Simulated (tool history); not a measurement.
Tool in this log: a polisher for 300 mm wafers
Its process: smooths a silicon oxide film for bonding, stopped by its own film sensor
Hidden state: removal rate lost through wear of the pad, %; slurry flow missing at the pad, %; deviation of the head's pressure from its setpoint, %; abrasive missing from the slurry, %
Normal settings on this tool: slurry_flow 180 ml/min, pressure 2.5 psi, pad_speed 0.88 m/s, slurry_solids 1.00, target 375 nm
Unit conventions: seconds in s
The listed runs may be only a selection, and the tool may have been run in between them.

run,hour,slurry_flow,pressure,pad_speed,slurry_solids,target,wafers since the last listed run,wafers polished on this pad,hours since the slurry nozzle was cleaned,hours since the head pressure was calibrated,hours since the slurry blender was calibrated,"incoming thickness of the incoming film, nm",seconds
1,0.0,180,2.5,0.88,1.00,375,0,2455,44.8,333.0,41.8,437.0,73.1
2,39.3,180,2.5,0.88,1.00,384,344,2800,84.1,372.3,81.1,424.7,49.2
# hour 140.7: head pressure recalibrated
# hour 197.4: worn pad replaced by a new one
3,293.7,180,2.5,0.88,0.75,375,2180,844,338.5,153.0,335.5,431.2,77.6
4,339.1,180,2.5,0.88,0.85,375,398,1243,383.9,198.4,380.9,428.4,67.9
# hour 412.0: slurry blender recalibrated
5,445.7,180,2.5,0.88,0.85,375,918,2161,490.5,305.0,33.7,431.2,77.0
6,492.9,180,2.5,0.88,1.00,375,414,2575,537.7,352.2,80.9,421.4,61.2
7,553.8,180,2.5,0.88,1.00,375,534,3110,598.6,413.1,141.8,426.3,69.1
# hour 621.9: head pressure recalibrated
# hour 755.8: slurry nozzle cleaned
# hour 761.9: worn pad replaced by a new one
8,763.0,180,2.5,0.88,1.00,375,1774,9,7.2,141.1,351.0,434.0,83.1
# hour 838.6: slurry blender recalibrated, repeated, since the last time left the tool worse
9,842.6,180,2.5,0.88,1.00,375,681,690,86.8,220.7,4.0,430.7,67.7
10,919.1,180,2.5,0.88,1.00,375,671,1362,163.3,297.2,80.5,435.5,72.4
11,983.5,180,2.5,0.88,1.00,375,565,1927,227.7,361.6,144.9,423.4,60.0
12,1028.0,180,2.5,0.88,0.90,375,390,2318,272.2,406.1,189.4,428.8,68.5
# hour 1103.0: head pressure recalibrated
# hour 1228.9: worn pad replaced by a new one
13,1237.0,180,2.5,0.88,0.90,375,1781,70,481.2,134.0,398.4,435.6,78.9
14,1277.0,210,1.7,0.88,1.00,375,351,422,521.2,174.0,438.4,427.9,98.5
15,1345.0,180,2.5,0.88,1.00,375,596,1019,589.2,242.0,506.4,427.2,64.8
# hour 1363.4: slurry blender recalibrated
16,1405.3,180,2.5,1.02,1.00,381,511,1530,649.5,302.3,41.9,429.9,53.9
# hour 1435.4: slurry nozzle cleaned
17,1470.2,180,2.2,0.88,1.00,375,560,2091,34.8,367.2,106.8,429.0,74.5
18,1553.1,180,2.5,0.72,1.25,384,727,2819,117.7,450.1,189.7,422.7,49.2
# hour 1579.6: head pressure recalibrated
19,1651.4,180,2.5,1.16,1.00,375,845,3664,216.0,71.8,288.0,432.9,57.8
20,1741.4,180,2.5,0.88,1.00,364,790,4454,306.0,161.8,378.0,430.9,82.6
# hour 1754.3: worn pad replaced by a new one
21,1797.6,140,2.1,1.08,1.20,375,458,379,362.2,218.0,434.2,439.3,81.9
# hour 1817.5: slurry blender recalibrated
22,1893.6,180,2.5,0.88,1.00,375,825,1205,458.2,314.0,76.1,431.3,66.9
23,1981.2,240,1.7,0.78,1.00,375,768,1974,545.8,401.6,163.7,423.9,91.3
24,2041.7,230,3.3,0.88,1.00,375,531,2505,606.3,462.1,224.2,427.7,47.4
25,2081.1,180,2.3,0.78,1.00,375,345,2850,645.7,501.5,263.6,422.1,65.6
26,2148.2,180,2.5,0.88,1.00,375,588,3439,712.8,568.6,330.7,434.5,72.0
# hour 2164.8: slurry nozzle cleaned
# hour 2168.6: head pressure recalibrated
27,2239.0,180,2.5,0.88,1.00,375,770,4210,74.2,70.4,421.5,431.8,71.1
# hour 2264.0: slurry blender recalibrated
# hour 2345.8: worn pad replaced by a new one
28,2346.3,180,3.3,1.18,1.00,394,889,4,181.5,177.7,82.3,427.9,25.1

Same runs, no hidden state in the tool, same run-to-run variation:
run,seconds
1,72.3
2,48.4
3,73.9
4,64.4
5,68.8
6,54.7
7,61.1
8,71.1
9,67.0
10,71.1
11,58.4
12,66.3
13,74.4
14,92.6
15,60.4
16,53.3
17,73.2
18,48.0
19,55.6
20,78.6
21,77.6
22,65.9
23,89.0
24,45.9
25,63.3
26,68.9
27,67.2
28,24.8

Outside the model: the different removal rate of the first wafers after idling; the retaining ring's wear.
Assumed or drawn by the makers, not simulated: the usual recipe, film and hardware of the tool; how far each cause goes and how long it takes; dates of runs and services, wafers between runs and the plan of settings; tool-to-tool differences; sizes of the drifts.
